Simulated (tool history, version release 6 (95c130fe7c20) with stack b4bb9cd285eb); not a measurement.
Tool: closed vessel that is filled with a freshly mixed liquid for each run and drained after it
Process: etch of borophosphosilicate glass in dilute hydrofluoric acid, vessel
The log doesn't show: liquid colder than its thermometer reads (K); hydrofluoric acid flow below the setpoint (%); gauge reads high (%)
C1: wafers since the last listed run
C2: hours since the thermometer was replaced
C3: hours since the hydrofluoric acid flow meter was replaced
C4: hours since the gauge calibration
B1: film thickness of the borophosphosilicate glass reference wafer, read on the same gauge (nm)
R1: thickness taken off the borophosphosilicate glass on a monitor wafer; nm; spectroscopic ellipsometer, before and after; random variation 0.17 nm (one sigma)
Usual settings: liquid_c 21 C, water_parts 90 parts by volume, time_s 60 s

{"run": 1, "hour": 0.0, "liquid_c": 18, "water_parts": 90, "time_s": 60, "C1": 0, "C2": 1055.9, "C3": 512.8, "C4": 637.6, "B1": 120.02, "R1": 42.34}
{"run": 2, "hour": 95.3, "liquid_c": 18, "water_parts": 90, "time_s": 60, "C1": 7303, "C2": 1151.2, "C3": 608.1, "C4": 732.9, "B1": 119.99, "R1": 41.96}
{"run": 3, "hour": 132.4, "liquid_c": 18, "water_parts": 90, "time_s": 60, "C1": 2843, "C2": 1188.3, "C3": 645.2, "C4": 770, "B1": 119.99, "R1": 41.83}
{"run": 4, "hour": 208.3, "liquid_c": 21, "water_parts": 90, "time_s": 60, "C1": 5816, "C2": 1264.2, "C3": 721.1, "C4": 845.9, "B1": 120.01, "R1": 47.4}
{"run": 5, "hour": 267.4, "liquid_c": 23.5, "water_parts": 90, "time_s": 60, "C1": 4528, "C2": 1323.3, "C3": 780.2, "C4": 905, "B1": 119.96, "R1": 52.61}
{"run": 6, "hour": 326.2, "liquid_c": 21, "water_parts": 90, "time_s": 60, "C1": 4505, "C2": 1382.1, "C3": 839, "C4": 963.8, "B1": 120.01, "R1": 47.37}
{"run": 7, "hour": 381.7, "liquid_c": 21, "water_parts": 90, "time_s": 60, "C1": 4253, "C2": 1437.6, "C3": 894.5, "C4": 1019.3, "B1": 120.02, "R1": 47.54}
{"hour": 430.0, "done": "hydrofluoric acid flow meter replaced"}
{"run": 8, "hour": 462.7, "liquid_c": 21, "water_parts": 90, "time_s": 60, "C1": 6130, "C2": 1518.6, "C3": 32.7, "C4": 1100.3, "B1": 120.01, "R1": 47.35}
{"run": 9, "hour": 535.3, "liquid_c": 21, "water_parts": 90, "time_s": 60, "C1": 5563, "C2": 1591.2, "C3": 105.3, "C4": 1172.9, "B1": 119.97, "R1": 47.42}
{"run": 10, "hour": 579.7, "liquid_c": 21, "water_parts": 70, "time_s": 60, "C1": 3402, "C2": 1635.6, "C3": 149.7, "C4": 1217.3, "B1": 120.01, "R1": 62.23}
{"run": 11, "hour": 664.2, "liquid_c": 21, "water_parts": 60, "time_s": 60, "C1": 6475, "C2": 1720.1, "C3": 234.2, "C4": 1301.8, "B1": 120.03, "R1": 73.24}
{"run": 12, "hour": 711.8, "liquid_c": 17, "water_parts": 90, "time_s": 90, "C1": 3647, "C2": 1767.7, "C3": 281.8, "C4": 1349.4, "B1": 119.98, "R1": 59.42}
{"run": 13, "hour": 754.4, "liquid_c": 24, "water_parts": 135, "time_s": 60, "C1": 3264, "C2": 1810.3, "C3": 324.4, "C4": 1392, "B1": 120.02, "R1": 33.56}
{"run": 14, "hour": 851.4, "liquid_c": 23, "water_parts": 120, "time_s": 30, "C1": 7433, "C2": 1907.3, "C3": 421.4, "C4": 1489, "B1": 119.99, "R1": 18.43}
{"run": 15, "hour": 924.6, "liquid_c": 19.5, "water_parts": 90, "time_s": 60, "C1": 5609, "C2": 1980.5, "C3": 494.6, "C4": 1562.2, "B1": 119.97, "R1": 43.81}
{"run": 16, "hour": 978.8, "liquid_c": 21, "water_parts": 90, "time_s": 60, "C1": 4153, "C2": 2034.7, "C3": 548.8, "C4": 1616.4, "B1": 120.03, "R1": 46.94}
{"hour": 1031.6, "done": "thermometer replaced"}
{"run": 17, "hour": 1063.0, "liquid_c": 21, "water_parts": 90, "time_s": 60, "C1": 6375, "C2": 31.4, "C3": 633, "C4": 1700.6, "B1": 119.97, "R1": 48.78}
{"hour": 1134.2, "done": "gauge calibrated"}
{"run": 18, "hour": 1138.7, "liquid_c": 17.5, "water_parts": 50, "time_s": 90, "C1": 5801, "C2": 107.1, "C3": 708.7, "C4": 4.5, "B1": 120, "R1": 119.04}
{"run": 19, "hour": 1211.6, "liquid_c": 23, "water_parts": 50, "time_s": 85, "C1": 5586, "C2": 180, "C3": 781.6, "C4": 77.4, "B1": 119.95, "R1": 141.43}
{"run": 20, "hour": 1316.3, "liquid_c": 21, "water_parts": 90, "time_s": 95, "C1": 8023, "C2": 284.7, "C3": 886.3, "C4": 182.1, "B1": 120.01, "R1": 76.94}
{"run": 21, "hour": 1379.8, "liquid_c": 17, "water_parts": 90, "time_s": 60, "C1": 4866, "C2": 348.2, "C3": 949.8, "C4": 245.6, "B1": 120, "R1": 40.99}
{"run": 22, "hour": 1425.2, "liquid_c": 21, "water_parts": 110, "time_s": 90, "C1": 3479, "C2": 393.6, "C3": 995.2, "C4": 291, "B1": 119.96, "R1": 58.15}

Forecast each of these 5 alternatives for the next run:
{"run": "A", "hour": 1425.9, "liquid_c": 21, "water_parts": 90, "time_s": 60, "C1": 53, "C2": 394.3, "C3": 995.9, "C4": 291.7, "B1": "?", "R1": "?"}
{"run": "B", "hour": 1425.9, "liquid_c": 19, "water_parts": 90, "time_s": 60, "C1": 53, "C2": 394.3, "C3": 995.9, "C4": 291.7, "B1": "?", "R1": "?"}
{"run": "C", "hour": 1425.9, "liquid_c": 25.5, "water_parts": 90, "time_s": 80, "C1": 53, "C2": 394.3, "C3": 995.9, "C4": 291.7, "B1": "?", "R1": "?"}
{"run": "D", "hour": 1425.9, "liquid_c": 21, "water_parts": 65, "time_s": 95, "C1": 53, "C2": 394.3, "C3": 995.9, "C4": 291.7, "B1": "?", "R1": "?"}
{"run": "E", "hour": 1425.9, "liquid_c": 22.5, "water_parts": 90, "time_s": 60, "C1": 53, "C2": 394.3, "C3": 995.9, "C4": 291.7, "B1": "?", "R1": "?"}

run=A B1=119.97 R1=48.43
run=B B1=119.97 R1=44.57
run=C B1=119.97 R1=77.41
run=D B1=119.97 R1=109.33
run=E B1=119.97 R1=51.49
Without the tool's hidden state the same runs would have given:
run=A R1=49.17
run=B R1=45.27
run=C R1=78.55
run=D R1=111.03
run=E R1=52.26

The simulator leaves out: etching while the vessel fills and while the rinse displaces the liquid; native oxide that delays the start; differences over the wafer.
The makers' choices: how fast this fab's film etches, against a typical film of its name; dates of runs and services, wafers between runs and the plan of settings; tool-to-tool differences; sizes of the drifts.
